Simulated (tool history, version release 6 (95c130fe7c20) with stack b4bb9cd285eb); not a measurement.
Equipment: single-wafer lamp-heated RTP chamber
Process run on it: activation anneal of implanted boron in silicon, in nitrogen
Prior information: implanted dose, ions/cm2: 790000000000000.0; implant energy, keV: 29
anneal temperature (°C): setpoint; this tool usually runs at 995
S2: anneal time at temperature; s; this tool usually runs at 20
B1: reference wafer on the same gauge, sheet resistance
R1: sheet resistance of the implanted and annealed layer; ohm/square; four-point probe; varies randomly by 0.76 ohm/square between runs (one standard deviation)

Run 1, hour 0: usual settings but S2 11 s; B1 164. Result: R1 161.45 ohm/square.
Run 2, hour 29.4: usual settings but S2 11 s; B1 164.02. Result: R1 160.74 ohm/square.
Run 3, hour 46.6: usual settings; B1 163.82. Result: R1 158.5 ohm/square.
Run 4, hour 65.5: usual settings; B1 164.1. Result: R1 158.08 ohm/square.
Run 5, hour 96.4: usual settings; B1 163.97. Result: R1 157.38 ohm/square.
Run 6, hour 109: usual settings but S2 17 s; B1 164.05. Result: R1 158.94 ohm/square.
Run 7, hour 124.1: usual settings but S2 24 s; B1 164.06. Result: R1 157.28 ohm/square.
Run 8, hour 156.4: usual settings; B1 164.2. Result: R1 158.07 ohm/square.
Run 9, hour 174: usual settings; B1 164.17. Result: R1 157.61 ohm/square.
Run 10, hour 199.5: usual settings; B1 164.01. Result: R1 158.08 ohm/square.
Run 11, hour 227.4: usual settings but S2 25 s; B1 164.01. Result: R1 159.08 ohm/square.
Run 12, hour 241.2: usual settings but S2 25 s; B1 164.08. Result: R1 157.36 ohm/square.
At hour 276.6: reflector plate cleaned.
Run 13, hour 277.1: usual settings but S2 25 s; B1 164.13. Result: R1 157.96 ohm/square.
Run 14, hour 295.9: usual settings but anneal temperature (°C) 1015; B1 164.03. Result: R1 152.25 ohm/square.
Run 15, hour 321.6: usual settings but anneal temperature (°C) 1015; B1 163.86. Result: R1 153.78 ohm/square.
Run 16, hour 348.5: usual settings but anneal temperature (°C) 1010, S2 11 s; B1 163.78. Result: R1 155.41 ohm/square.
Run 17, hour 382.5: usual settings but anneal temperature (°C) 1010, S2 11 s; B1 164.01. Result: R1 155.56 ohm/square.
Run 18, hour 404.8: usual settings; B1 164.03. Result: R1 157.61 ohm/square.
Run 19, hour 417.2: usual settings but S2 25 s; B1 164.07. Result: R1 157.75 ohm/square.
Run 20, hour 450.7: usual settings but anneal temperature (°C) 972, S2 29 s; B1 164.13. Result: R1 172.53 ohm/square.
Run 21, hour 477: usual settings; B1 164. Result: R1 159.49 ohm/square.
Run 22, hour 510.6: usual settings but anneal temperature (°C) 1011, S2 9 s; B1 164.08. Result: R1 155.89 ohm/square.
Run 23, hour 537.5: usual settings but anneal temperature (°C) 1012, S2 13 s; B1 164.22. Result: R1 153.78 ohm/square.
Run 24, hour 562.3: usual settings but S2 16 s; B1 163.96. Result: R1 158.54 ohm/square.
Run 25, hour 580.6: usual settings but anneal temperature (°C) 981, S2 10 s; B1 164.09. Result: R1 172.45 ohm/square.
At hour 614.2: pyrometer window cleaned and pyrometer calibrated.
Run 26, hour 614.7: usual settings but anneal temperature (°C) 1011; B1 164.11. Result: R1 153.95 ohm/square.
Run 27, hour 633.5: usual settings; B1 164.04. Result: R1 159.05 ohm/square.
Run 28, hour 659: usual settings but anneal temperature (°C) 1019, S2 14 s; B1 163.97. Result: R1 152.88 ohm/square.
At hour 703.5: gauge calibrated.
Run 29, hour 725.2: usual settings but anneal temperature (°C) 978, S2 29 s; B1 164.07. Result: R1 167.45 ohm/square.
Run 30, hour 745.9: usual settings but anneal temperature (°C) 982; B1 164.05. Result: R1 166.11 ohm/square.
Run 31, hour 781.1: usual settings; B1 163.82. Result: R1 158.69 ohm/square.
Run 32, hour 803.4: usual settings but anneal temperature (°C) 1015, S2 26 s; B1 163.95. Result: R1 153.09 ohm/square.
Run 33, hour 815.6: usual settings but anneal temperature (°C) 1013, S2 27 s; B1 164.04. Result: R1 153.03 ohm/square.
Run 34, hour 828.2: usual settings; B1 163.96. Result: R1 159.71 ohm/square.
Run 35, hour 892.7: usual settings but anneal temperature (°C) 977, S2 27 s; B1 164.03. Result: R1 168.08 ohm/square.
Run 36, hour 920.1: usual settings but anneal temperature (°C) 1010, S2 11 s; B1 164.04. Result: R1 154.64 ohm/square.
Run 37, hour 932.8: usual settings but anneal temperature (°C) 976; B1 164.14. Result: R1 171.23 ohm/square.
Run 38, hour 949.1: usual settings but anneal temperature (°C) 965, S2 12 s; B1 163.99. Result: R1 192.04 ohm/square.

Hidden state, per run?
true wafer temperature minus pyrometer reading, K: 0, the same for each run
wafer temperature error from the tarnished reflector plate, K: 0, the same for each run
gauge reads high (%): 0, the same for each run

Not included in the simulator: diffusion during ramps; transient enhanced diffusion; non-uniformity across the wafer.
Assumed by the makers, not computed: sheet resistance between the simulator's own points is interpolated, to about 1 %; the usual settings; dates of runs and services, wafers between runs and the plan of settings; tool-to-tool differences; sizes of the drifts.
